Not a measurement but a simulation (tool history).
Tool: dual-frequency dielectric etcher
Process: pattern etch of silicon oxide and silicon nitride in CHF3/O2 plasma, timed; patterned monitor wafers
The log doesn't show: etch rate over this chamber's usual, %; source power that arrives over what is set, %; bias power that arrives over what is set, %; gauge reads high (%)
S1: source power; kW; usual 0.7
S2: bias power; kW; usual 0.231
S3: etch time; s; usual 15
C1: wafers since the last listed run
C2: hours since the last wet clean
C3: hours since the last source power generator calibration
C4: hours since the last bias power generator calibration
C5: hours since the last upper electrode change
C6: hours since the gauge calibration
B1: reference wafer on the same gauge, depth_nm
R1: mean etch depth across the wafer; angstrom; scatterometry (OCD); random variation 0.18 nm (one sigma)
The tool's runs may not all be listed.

Run 1, hour 0: usual settings; C1 0; C2 561.2; C3 3548.8; C4 3922.9; C5 4172.1; C6 1689.7; B1 25.29. Result: R1 251.3 angstrom.
At hour 24.9: wet clean of the chamber.
Run 2, hour 312.9: usual settings; C1 5417; C2 288; C3 3861.7; C4 4235.8; C5 4485; C6 2002.6; B1 25.35. Result: R1 258.2 angstrom.
Run 3, hour 405.7: usual settings but S3 16 s; C1 1740; C2 380.8; C3 3954.5; C4 4328.6; C5 4577.8; C6 2095.4; B1 25.35. Result: R1 272.6 angstrom.
At hour 427.9: bias power generator calibrated.
At hour 450.7: source power generator calibrated.
Run 4, hour 573: usual settings but S3 16 s; C1 2986; C2 548.1; C3 122.3; C4 145.1; C5 4745.1; C6 2262.7; B1 25.25. Result: R1 271.3 angstrom.
At hour 650.5: upper electrode replaced.
Run 5, hour 665.5: usual settings but S3 16 s; C1 1284; C2 640.6; C3 214.8; C4 237.6; C5 15; C6 2355.2; B1 25.31. Result: R1 264 angstrom.
At hour 706: wet clean of the chamber.
Run 6, hour 708.9: usual settings but S3 12 s; C1 363; C2 2.9; C3 258.2; C4 281; C5 58.4; C6 2398.6; B1 25.35. Result: R1 213.6 angstrom.
At hour 787.4: gauge calibrated.
Run 7, hour 794.7: usual settings but S3 12 s; C1 1608; C2 88.7; C3 344; C4 366.8; C5 144.2; C6 7.3; B1 25.33. Result: R1 210.2 angstrom.
Run 8, hour 833.9: usual settings but S1 0.87 kW, S3 16.5 s; C1 735; C2 127.9; C3 383.2; C4 406; C5 183.4; C6 46.5; B1 25.3. Result: R1 321 angstrom.
Run 9, hour 885.7: usual settings but S2 0.246 kW, S3 12.5 s; C1 971; C2 179.7; C3 435; C4 457.8; C5 235.2; C6 98.3; B1 25.32. Result: R1 223 angstrom.
Run 10, hour 937.7: usual settings but S1 0.52 kW; C1 975; C2 231.7; C3 487; C4 509.8; C5 287.2; C6 150.3; B1 25.34. Result: R1 228.2 angstrom.
Run 11, hour 986.7: usual settings; C1 918; C2 280.7; C3 536; C4 558.8; C5 336.2; C6 199.3; B1 25.29. Result: R1 258.2 angstrom.
Run 12, hour 1027.4: usual settings but S1 0.56 kW, S3 18 s; C1 763; C2 321.4; C3 576.7; C4 599.5; C5 376.9; C6 240; B1 25.33. Result: R1 285.4 angstrom.
Run 13, hour 1064.3: usual settings; C1 691; C2 358.3; C3 613.6; C4 636.4; C5 413.8; C6 276.9; B1 25.29. Result: R1 256.8 angstrom.
Run 14, hour 1116.6: usual settings; C1 980; C2 410.6; C3 665.9; C4 688.7; C5 466.1; C6 329.2; B1 25.34. Result: R1 254.4 angstrom.
Run 15, hour 1180.6: usual settings but S3 18 s; C1 1200; C2 474.6; C3 729.9; C4 752.7; C5 530.1; C6 393.2; B1 25.28. Result: R1 302.1 angstrom.
Run 16, hour 1232.3: usual settings but S1 0.78 kW; C1 969; C2 526.3; C3 781.6; C4 804.4; C5 581.8; C6 444.9; B1 25.35. Result: R1 264.2 angstrom.
Run 17, hour 1279.1: usual settings but S3 13 s; C1 877; C2 573.1; C3 828.4; C4 851.2; C5 628.6; C6 491.7; B1 25.25. Result: R1 221.7 angstrom.
Run 18, hour 1364.3: usual settings; C1 1597; C2 658.3; C3 913.6; C4 936.4; C5 713.8; C6 576.9; B1 25.37. Result: R1 248.8 angstrom.
At hour 1429.2: wet clean of the chamber.
Run 19, hour 1429.7: usual settings; C1 776; C2 0.5; C3 979; C4 1001.8; C5 779.2; C6 642.3; B1 25.27. Result: R1 263.1 angstrom.
Run 20, hour 1507.2: usual settings but S3 16 s; C1 1453; C2 78; C3 1056.5; C4 1079.3; C5 856.7; C6 719.8; B1 25.25. Result: R1 278.9 angstrom.
Run 21, hour 1609.1: usual settings but S1 0.57 kW, S2 0.192 kW, S3 12 s; C1 1910; C2 179.9; C3 1158.4; C4 1181.2; C5 958.6; C6 821.7; B1 25.31. Result: R1 176.7 angstrom.
Run 22, hour 1715: usual settings but S2 0.255 kW; C1 1985; C2 285.8; C3 1264.3; C4 1287.1; C5 1064.5; C6 927.6; B1 25.32. Result: R1 270 angstrom.
Run 23, hour 1783.4: usual settings but S2 0.263 kW; C1 1282; C2 354.2; C3 1332.7; C4 1355.5; C5 1132.9; C6 996; B1 25.28. Result: R1 267.5 angstrom.
Run 24, hour 1835: usual settings but S1 0.64 kW, S3 17 s; C1 967; C2 405.8; C3 1384.3; C4 1407.1; C5 1184.5; C6 1047.6; B1 25.29. Result: R1 276.8 angstrom.
Run 25, hour 1910.3: usual settings; C1 1411; C2 481.1; C3 1459.6; C4 1482.4; C5 1259.8; C6 1122.9; B1 25.32. Result: R1 253.4 angstrom.
At hour 2017.3: wet clean of the chamber.
Run 26, hour 2123.3: usual settings but S2 0.183 kW; C1 3543; C2 106; C3 1672.6; C4 1695.4; C5 1472.8; C6 1335.9; B1 25.36. Result: R1 234.9 angstrom.
Run 27, hour 2230.2: usual settings but S1 0.76 kW, S2 0.202 kW, S3 18.5 s; C1 2004; C2 212.9; C3 1779.5; C4 1802.3; C5 1579.7; C6 1442.8; B1 25.26. Result: R1 314.4 angstrom.
Run 28, hour 2285.7: usual settings but S1 0.54 kW, S3 19.5 s; C1 1040; C2 268.4; C3 1835; C4 1857.8; C5 1635.2; C6 1498.3; B1 25.26. Result: R1 300 angstrom.
Run 29, hour 2327.7: usual settings; C1 787; C2 310.4; C3 1877; C4 1899.8; C5 1677.2; C6 1540.3; B1 25.35. Result: R1 257.2 angstrom.

Some steps in R1 between neighbouring runs. How much of each would the tool show without its hidden state too (settings, what came in, random variation), and how much is left for the hidden state, with any gauge scatter that isn't in both results?
Run 5 -> 6: S3 16 -> 12, wet clean of the chamber. R1 -50.4 angstrom: hidden state +15.6, all else -66.
Run 7 -> 8: S1 0.7 -> 0.87, S3 12 -> 16.5. R1 +110.8 angstrom: hidden state -1.3, all else +112.1.
Run 18 -> 19: wet clean of the chamber. R1 +14.3 angstrom: hidden state +11.8, all else +2.5.
Run 20 -> 21: S1 0.7 -> 0.57, S2 0.231 -> 0.192, S3 16 -> 12. R1 -102.2 angstrom: hidden state -0.7, all else -101.5.
